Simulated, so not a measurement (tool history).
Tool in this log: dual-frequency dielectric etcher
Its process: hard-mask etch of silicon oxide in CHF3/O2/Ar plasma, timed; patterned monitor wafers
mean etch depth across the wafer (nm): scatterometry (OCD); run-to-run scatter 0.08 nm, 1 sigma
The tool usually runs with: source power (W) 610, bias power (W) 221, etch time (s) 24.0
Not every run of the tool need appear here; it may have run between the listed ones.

| run | hour | source power (W) | bias power (W) | etch time (s) | wafers since the last listed run | hours since the last wet clean | hours since the last source power generator calibration | hours since the last bias power generator calibration | hours since the last upper electrode change | hours since the gauge calibration | read-back reference wafer on the same gauge, depth_nm | mean etch depth across the wafer (nm) |
|---|---|---|---|---|---|---|---|---|---|---|---|---|
| 1 | 0.0 | 610 | 221 | 20.0 | 0 | 207.5 | 1361.6 | 2481.7 | 2777.4 | 334.9 | 59.5 | 43.3 |
| 2 | 19.4 | 610 | 221 | 20.0 | 198 | 226.9 | 1381.0 | 2501.1 | 2796.8 | 354.3 | 59.5 | 43.2 |
| 3 | 43.4 | 610 | 221 | 24.0 | 245 | 250.9 | 1405.0 | 2525.1 | 2820.8 | 378.3 | 59.5 | 51.9 |
|  | 48.8 | gauge calibrated |
| 4 | 78.7 | 610 | 221 | 24.0 | 361 | 286.2 | 1440.3 | 2560.4 | 2856.1 | 29.9 | 59.5 | 51.8 |
| 5 | 103.2 | 610 | 221 | 24.0 | 251 | 310.7 | 1464.8 | 2584.9 | 2880.6 | 54.4 | 59.5 | 51.7 |
| 6 | 117.3 | 610 | 196 | 24.0 | 144 | 324.8 | 1478.9 | 2599.0 | 2894.7 | 68.5 | 59.5 | 49.4 |
| 7 | 144.4 | 610 | 196 | 24.0 | 277 | 351.9 | 1506.0 | 2626.1 | 2921.8 | 95.6 | 59.5 | 49.4 |
|  | 173.2 | upper electrode replaced |
| 8 | 179.5 | 670 | 187 | 24.0 | 113 | 387.0 | 1541.1 | 2661.2 | 6.3 | 130.7 | 59.5 | 50.3 |
|  | 215.1 | wet clean of the chamber |
| 9 | 215.6 | 610 | 221 | 24.0 | 123 | 0.5 | 1577.2 | 2697.3 | 42.4 | 166.8 | 59.5 | 52.2 |
| 10 | 232.4 | 610 | 221 | 24.0 | 172 | 17.3 | 1594.0 | 2714.1 | 59.2 | 183.6 | 59.5 | 52.2 |
| 11 | 255.3 | 610 | 221 | 24.0 | 234 | 40.2 | 1616.9 | 2737.0 | 82.1 | 206.5 | 59.5 | 52.1 |
| 12 | 275.7 | 520 | 205 | 28.0 | 209 | 60.6 | 1637.3 | 2757.4 | 102.5 | 226.9 | 59.5 | 55.7 |
| 13 | 299.3 | 610 | 221 | 27.0 | 241 | 84.2 | 1660.9 | 2781.0 | 126.1 | 250.5 | 59.5 | 58.6 |
| 14 | 332.4 | 610 | 221 | 27.5 | 339 | 117.3 | 1694.0 | 2814.1 | 159.2 | 283.6 | 59.5 | 59.4 |
| 15 | 355.2 | 700 | 273 | 24.0 | 233 | 140.1 | 1716.8 | 2836.9 | 182.0 | 306.4 | 59.5 | 58.9 |
| 16 | 371.8 | 560 | 205 | 18.0 | 170 | 156.7 | 1733.4 | 2853.5 | 198.6 | 323.0 | 59.5 | 36.6 |
|  | 378.6 | source power generator calibrated |
|  | 387.7 | bias power generator calibrated |
| 17 | 413.4 | 720 | 250 | 29.0 | 344 | 198.3 | 34.8 | 25.7 | 240.2 | 364.6 | 59.5 | 70.6 |
|  | 428.1 | gauge calibrated |
| 18 | 446.2 | 520 | 221 | 30.0 | 336 | 231.1 | 67.6 | 58.5 | 273.0 | 18.1 | 59.5 | 61.7 |
| 19 | 476.1 | 610 | 221 | 26.5 | 306 | 261.0 | 97.5 | 88.4 | 302.9 | 48.0 | 59.5 | 57.6 |
| 20 | 497.5 | 550 | 254 | 24.0 | 219 | 282.4 | 118.9 | 109.8 | 324.3 | 69.4 | 59.5 | 52.9 |
| 21 | 524.9 | 610 | 221 | 24.0 | 280 | 309.8 | 146.3 | 137.2 | 351.7 | 96.8 | 59.5 | 52.1 |
| 22 | 547.9 | 610 | 221 | 24.0 | 235 | 332.8 | 169.3 | 160.2 | 374.7 | 119.8 | 59.5 | 51.9 |

Alternative continuations, all from the tool just after run 22; predict every row:
| A | 548.3 | 610 | 221 | 24.0 | 4 | 333.2 | 169.7 | 160.6 | 375.1 | 120.2 | ? | ? |
| B | 548.3 | 540 | 246 | 26.5 | 4 | 333.2 | 169.7 | 160.6 | 375.1 | 120.2 | ? | ? |
| C | 548.3 | 750 | 266 | 31.0 | 4 | 333.2 | 169.7 | 160.6 | 375.1 | 120.2 | ? | ? |
| D | 548.3 | 710 | 181 | 20.5 | 4 | 333.2 | 169.7 | 160.6 | 375.1 | 120.2 | ? | ? |

| run | read-back reference wafer on the same gauge, depth_nm | mean etch depth across the wafer (nm) |
|---|---|---|
| A | 59.5 | 52.0 |
| B | 59.5 | 56.9 |
| C | 59.5 | 77.5 |
| D | 59.5 | 43.9 |
Without the tool's hidden state the same runs would have given:
| run | mean etch depth across the wafer (nm) |
|---|---|
| A | 53.1 |
| B | 58.2 |
| C | 79.2 |
| D | 44.9 |
